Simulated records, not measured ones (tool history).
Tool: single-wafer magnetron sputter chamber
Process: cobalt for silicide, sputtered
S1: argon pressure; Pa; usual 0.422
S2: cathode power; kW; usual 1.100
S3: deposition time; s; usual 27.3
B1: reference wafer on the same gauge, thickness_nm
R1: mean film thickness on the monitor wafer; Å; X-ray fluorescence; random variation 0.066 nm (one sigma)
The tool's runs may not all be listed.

run 1 hour=0.0 | S1=0.344 S2=1.150 S3=27.3 | B1=15.812 | R1=141.68
run 2 hour=14.5 | S1=0.344 S2=1.150 S3=27.3 | B1=15.810 | R1=141.07
run 3 hour=22.9 | S1=0.422 S2=1.100 S3=30.2 | B1=15.796 | R1=146.80
run 4 hour=32.1 | S1=0.422 S2=1.100 S3=30.2 | B1=15.786 | R1=147.57
run 5 hour=45.7 | S1=0.422 S2=1.100 S3=30.2 | B1=15.805 | R1=146.26
run 6 hour=53.0 | S1=0.422 S2=1.100 S3=27.3 | B1=15.788 | R1=132.08
run 7 hour=70.2 | S1=0.422 S2=1.100 S3=24.6 | B1=15.800 | R1=119.90
-- hour=90.5 gauge calibrated
run 8 hour=98.7 | S1=0.422 S2=1.300 S3=27.3 | B1=15.795 | R1=155.16
run 9 hour=116.5 | S1=0.422 S2=1.300 S3=27.3 | B1=15.782 | R1=154.21
run 10 hour=132.8 | S1=0.422 S2=1.000 S3=27.3 | B1=15.803 | R1=119.91
run 11 hour=140.1 | S1=0.422 S2=1.000 S3=27.3 | B1=15.792 | R1=119.45
run 12 hour=152.1 | S1=0.422 S2=1.000 S3=27.3 | B1=15.812 | R1=118.22
run 13 hour=163.8 | S1=0.309 S2=1.100 S3=27.3 | B1=15.789 | R1=133.86
-- hour=173.3 magnet pack replaced, of another model than before
run 14 hour=173.8 | S1=0.309 S2=1.100 S3=27.3 | B1=15.787 | R1=133.39
run 15 hour=177.9 | S1=0.422 S2=1.100 S3=27.3 | B1=15.787 | R1=130.44
run 16 hour=188.8 | S1=0.535 S2=1.100 S3=27.3 | B1=15.798 | R1=127.05
-- hour=200.3 capacitance manometer re-zeroed and calibrated
run 17 hour=205.3 | S1=0.422 S2=1.100 S3=31.9 | B1=15.789 | R1=153.97
run 18 hour=217.2 | S1=0.371 S2=1.350 S3=29.2 | B1=15.815 | R1=170.83
run 19 hour=230.2 | S1=0.422 S2=0.950 S3=31.0 | B1=15.803 | R1=128.71
run 20 hour=243.3 | S1=0.422 S2=1.100 S3=23.4 | B1=15.789 | R1=111.05
run 21 hour=255.4 | S1=0.422 S2=1.100 S3=32.3 | B1=15.788 | R1=154.15
run 22 hour=263.5 | S1=0.354 S2=1.250 S3=22.2 | B1=15.806 | R1=121.01

Forecast run 23:
-- hour=273.0 sputter target and shields replaced
run 23 hour=278.4 | S1=0.422 S2=0.950 S3=31.0 | B1=? | R1=?

Run 23 gave B1 15.802, R1 132.05 Å.
Without the tool's hidden state the same run would have given R1 133.01 Å.

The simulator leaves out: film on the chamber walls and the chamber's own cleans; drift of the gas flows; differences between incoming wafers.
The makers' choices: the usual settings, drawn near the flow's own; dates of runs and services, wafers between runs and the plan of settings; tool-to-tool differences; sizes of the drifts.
